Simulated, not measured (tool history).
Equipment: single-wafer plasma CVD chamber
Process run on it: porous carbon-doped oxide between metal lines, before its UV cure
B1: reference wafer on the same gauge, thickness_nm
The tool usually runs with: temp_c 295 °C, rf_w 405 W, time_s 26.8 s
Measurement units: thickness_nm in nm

run 1 day=0 | temp_c=295 rf_w=405 time_s=26.8 | B1=149.801 | thickness_nm=145.585
run 2 day=1.029 | temp_c=295 rf_w=405 time_s=26.8 | B1=149.869 | thickness_nm=145.837
run 3 day=2.05 | temp_c=295 rf_w=405 time_s=26.8 | B1=149.946 | thickness_nm=145.187
run 4 day=4.762 | temp_c=295 rf_w=405 time_s=28.7 | B1=149.931 | thickness_nm=155.011
run 5 day=6.654 | temp_c=295 rf_w=405 time_s=28.7 | B1=150.125 | thickness_nm=154.809
run 6 day=9.583 | temp_c=295 rf_w=405 time_s=28.7 | B1=149.829 | thickness_nm=153.452
run 7 day=12.033 | temp_c=295 rf_w=340 time_s=26.8 | B1=150.041 | thickness_nm=120.442
-- day=14.017 RF generator calibrated
run 8 day=14.038 | temp_c=295 rf_w=340 time_s=26.8 | B1=149.917 | thickness_nm=125.719
run 9 day=16.158 | temp_c=299 rf_w=405 time_s=26.8 | B1=149.863 | thickness_nm=145.4
run 10 day=17.404 | temp_c=308 rf_w=405 time_s=30.9 | B1=149.92 | thickness_nm=156.95
-- day=19.05 showerhead replaced
run 11 day=20.029 | temp_c=295 rf_w=405 time_s=26.8 | B1=149.822 | thickness_nm=149.567
-- day=20.721 gauge calibrated
run 12 day=21.438 | temp_c=295 rf_w=405 time_s=30.5 | B1=149.789 | thickness_nm=168.318
run 13 day=23.75 | temp_c=295 rf_w=405 time_s=26.8 | B1=149.977 | thickness_nm=148.583
-- day=25.671 thermocouple changed; heater temperature recalibrated
run 14 day=25.988 | temp_c=295 rf_w=405 time_s=26.8 | B1=149.911 | thickness_nm=141.901
run 15 day=28.679 | temp_c=280 rf_w=405 time_s=26.8 | B1=150.146 | thickness_nm=157.887
run 16 day=31.4 | temp_c=295 rf_w=405 time_s=23.6 | B1=149.867 | thickness_nm=125.572
run 17 day=32.888 | temp_c=295 rf_w=360 time_s=31.6 | B1=149.919 | thickness_nm=148.247
run 18 day=35.392 | temp_c=295 rf_w=470 time_s=31.7 | B1=149.995 | thickness_nm=192.076

Some steps in thickness_nm, run to run, broken into two amounts with sign: the step expected even without the hidden condition (settings, incoming material, random variation), and the rest, left for the hidden condition together with whatever gauge scatter is not in both the measured and the hidden-condition-free result:
Unlogged tool condition in this case: wafer temperature above the value expected at the setpoint (K); delivered RF power above the setpoint (%); gauge reads high (%).
Run 13 -> 14: thermocouple changed; heater temperature recalibrated. thickness_nm -6.682 nm: hidden state -6.143, all else -0.539.
Run 17 -> 18: rf_w 360 -> 470, time_s 31.6 -> 31.7. thickness_nm +43.829 nm: hidden state +0.175, all else +43.654.
